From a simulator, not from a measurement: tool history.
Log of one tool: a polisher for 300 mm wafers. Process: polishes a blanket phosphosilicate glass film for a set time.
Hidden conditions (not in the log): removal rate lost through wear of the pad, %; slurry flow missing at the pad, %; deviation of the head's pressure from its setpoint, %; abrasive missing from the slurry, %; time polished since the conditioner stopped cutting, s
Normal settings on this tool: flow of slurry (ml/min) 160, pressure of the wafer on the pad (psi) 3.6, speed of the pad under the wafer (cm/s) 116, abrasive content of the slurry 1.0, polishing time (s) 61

run   hour  flow of slurry (ml/min)  pressure of the wafer on the pad (psi)  speed of the pad under the wafer (cm/s)  abrasive content of the slurry  polishing time (s)  wafers since the last listed run  wafers polished on this pad  hours since the slurry nozzle was cleaned  hours since the head pressure was calibrated  hours since the slurry blender was calibrated  hours since the conditioning disc was replaced  incoming thickness of the incoming film, nm  film removed (nm)
  1    0.0                      140                                     3.6                                      116                             1.0                  61                                 0                          194                                      360.6                                         823.6                                          210.6                                           143.4                                       3879.6              591.5
  2   41.2                      140                                     3.6                                      116                             1.0                  61                               308                          503                                      401.8                                         864.8                                          251.8                                           184.6                                       3970.5              593.3
  3   57.3                      140                                     3.6                                      116                             1.0                  61                               120                          623                                      417.9                                         880.9                                          267.9                                           200.7                                       3860.1              594.8
  4   73.7                      160                                     3.6                                      116                             1.0                  61                               122                          746                                      434.3                                         897.3                                          284.3                                           217.1                                       3895.2              609.9
  5   83.2                      160                                     3.6                                      116                             1.0                  61                                71                          817                                      443.8                                         906.8                                          293.8                                           226.6                                       3833.4              614.0
  6  100.5                      160                                     3.6                                      116                             1.0                  61                               129                          947                                      461.1                                         924.1                                          311.1                                           243.9                                       3874.9              604.4
     116.6  -- worn pad replaced by a new one
  7  117.1                      160                                     3.6                                      116                             1.0                  61                                94                            3                                      477.7                                         940.7                                          327.7                                           260.5                                       3907.2              610.1
     123.2  -- slurry blender recalibrated
     125.4  -- slurry nozzle cleaned
  8  128.3                      160                                     3.6                                      116                             1.0                  61                                61                           65                                        2.9                                         951.9                                            5.1                                           271.7                                       3883.5              676.6
  9  145.1                      160                                     3.6                                      116                             1.0                  61                               125                          191                                       19.7                                         968.7                                           21.9                                           288.5                                       3902.1              675.1
 10  151.9                      160                                     3.6                                      116                             1.0                  61                                50                          241                                       26.5                                         975.5                                           28.7                                           295.3                                       3905.5              661.3
     160.3  -- conditioning disc replaced and pad reconditioned
 11  163.9                      160                                     3.6                                      116                             1.0                  61                                74                          316                                       38.5                                         987.5                                           40.7                                             3.6                                       3873.5              667.1
 12  176.8                      115                                     4.4                                      116                             1.0                  45                                96                          413                                       51.4                                        1000.4                                           53.6                                            16.5                                       3832.7              510.0
     183.4  -- head pressure recalibrated
 13  186.2                      130                                     3.6                                       94                             0.8                  51                                55                          468                                       60.8                                           2.8                                           63.0                                            25.9                                       3895.7              414.2
 14  196.3                      160                                     3.6                                      104                             1.0                  61                                75                          544                                       70.9                                          12.9                                           73.1                                            36.0                                       3846.6              598.7
 15  204.7                      160                                     3.6                                      116                             1.0                  61                                62                          607                                       79.3                                          21.3                                           81.5                                            44.4                                       3943.5              656.8
 16  214.4                      160                                     3.6                                      116                             0.8                  61                                72                          680                                       89.0                                          31.0                                           91.2                                            54.1                                       3881.3              605.3
 17  227.8                      140                                     3.6                                      116                             1.0                  61                               100                          780                                      102.4                                          44.4                                          104.6                                            67.5                                       3890.0              618.4
 18  244.9                      160                                     3.2                                       96                             1.0                  48                               128                          908                                      119.5                                          61.5                                          121.7                                            84.6                                       3877.6              398.7

Run 19 is up next; what results do you expect?
     257.2  -- worn pad replaced by a new one
 19  257.7                      160                                     3.6                                      116                             1.0                  61                                65                            3                                      132.3                                          74.3                                          134.5                                            97.4                                       3893.2                  ?

film removed (nm): 639.1
Minus the tool's unlogged condition, the same run would have read film removed (nm) 696.4.

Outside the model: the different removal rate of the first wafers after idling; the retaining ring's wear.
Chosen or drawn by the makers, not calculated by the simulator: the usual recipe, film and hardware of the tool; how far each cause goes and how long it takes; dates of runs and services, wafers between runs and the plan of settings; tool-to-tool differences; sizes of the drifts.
